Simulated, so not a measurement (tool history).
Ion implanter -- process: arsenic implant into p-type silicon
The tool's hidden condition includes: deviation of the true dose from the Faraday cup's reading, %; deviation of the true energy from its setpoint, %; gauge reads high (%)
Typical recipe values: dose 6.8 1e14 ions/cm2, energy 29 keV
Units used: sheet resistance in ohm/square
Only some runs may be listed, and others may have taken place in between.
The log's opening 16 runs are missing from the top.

run   hour  dose  energy  wafers since the last listed run  hours since the last dose calibration  hours since the extraction supply was calibrated  hours since the gauge calibration  read-back reference wafer on the same gauge, sheet resistance  sheet resistance
 17  268.6  6.34      29                               123                                 2142.7                                              55.8                               75.7                                                         175.97            164.24
 18  280.2   6.8      29                               198                                 2154.3                                              67.4                               87.3                                                            176            155.29
 19  292.2   6.8      25                               205                                 2166.3                                              79.4                               99.3                                                         176.03            160.27
 20  310.1   6.8      29                               306                                 2184.2                                              97.3                              117.2                                                         176.04            155.58
 21  318.5  8.78    19.5                               144                                 2192.6                                             105.7                              125.6                                                         175.95            142.23
 22  326.1  7.92    37.5                               130                                 2200.2                                             113.3                              133.2                                                         175.92            133.29
     336.9  -- Faraday cup replaced and dose calibrated
 23  348.8   6.8    21.5                               252                                   11.9                                               136                              155.9                                                         176.12            170.53
 24  359.1  5.67    33.5                               176                                   22.2                                             146.3                              166.2                                                         176.01            180.83
 25  367.4   6.8      29                               142                                   30.5                                             154.6                              174.5                                                         175.98             161.7
 26  373.7  6.01    23.5                               108                                   36.8                                             160.9                              180.8                                                         176.02            183.55
 27  388.1   6.8      29                               246                                   51.2                                             175.3                              195.2                                                         176.02            161.94

What will run 28 give?
 28  405.9   6.8      29                               305                                     69                                             193.1                                213                                                              ?                 ?

Run 28 gave read-back reference wafer on the same gauge, sheet resistance 176.03, sheet resistance 161.79 ohm/square.
On a tool with no hidden condition, and with the same random variation, this run would have come out at sheet resistance 162.3 ohm/square.
